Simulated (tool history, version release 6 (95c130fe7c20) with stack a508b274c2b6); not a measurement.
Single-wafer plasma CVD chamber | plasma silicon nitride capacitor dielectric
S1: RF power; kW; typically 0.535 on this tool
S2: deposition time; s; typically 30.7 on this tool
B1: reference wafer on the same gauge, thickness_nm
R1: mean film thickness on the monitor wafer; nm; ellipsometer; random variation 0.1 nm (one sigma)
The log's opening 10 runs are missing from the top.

run	day	S1	S2	B1	R1
11	10.417	0.535	30.7	59.885	51.267
12	11.533	0.535	30.7	59.932	51.378
13	12.4	0.595	33.9	59.92	58.637
14	13.138	0.595	33.9	59.896	58.496
15	14.096	0.535	27.5	59.918	45.989
16	14.883	0.535	27.5	59.946	45.817
17	16.042	0.48	34	59.912	54.843
18	16.896	0.535	30.7	59.911	51.163
# day 17.75: RF generator calibrated
19	17.771	0.535	30.7	59.908	52.515
# day 17.833: gauge calibrated
20	18.583	0.58	36	59.915	62.899
21	19.992	0.44	26.2	59.925	42.048
# day 20.438: showerhead replaced
22	21.021	0.45	33.1	59.894	53.455
23	21.871	0.625	30.7	59.881	54.791
24	23.025	0.535	30.7	59.907	52.32
25	26.488	0.465	30.7	59.912	50.176
26	27.638	0.44	30.7	59.914	49.029
27	30.633	0.535	30.7	59.899	52.266
28	32.021	0.63	25.7	59.885	46.164
29	32.658	0.635	34.8	59.848	62.649
30	33.425	0.61	30.7	59.878	54.454
31	34.454	0.535	36.3	59.911	61.903
32	35.212	0.62	36.3	59.944	64.738
33	35.904	0.64	34.5	59.94	62.09

Consider 4 possible next runs. They are alternatives, not a sequence: every one starts from the tool as it was left by run 33. What does each give?
A	35.921	0.535	30.7	?	?
B	35.921	0.49	25	?	?
C	35.921	0.475	36.3	?	?
D	35.921	0.535	36.5	?	?

run	B1	R1
A	59.939	52.146
B	59.939	41.312
C	59.939	59.403
D	59.939	61.998
Stripped of hidden state, with their random variation kept, the same runs would have yielded:
run	R1
A	52.457
B	41.558
C	59.756
D	62.367
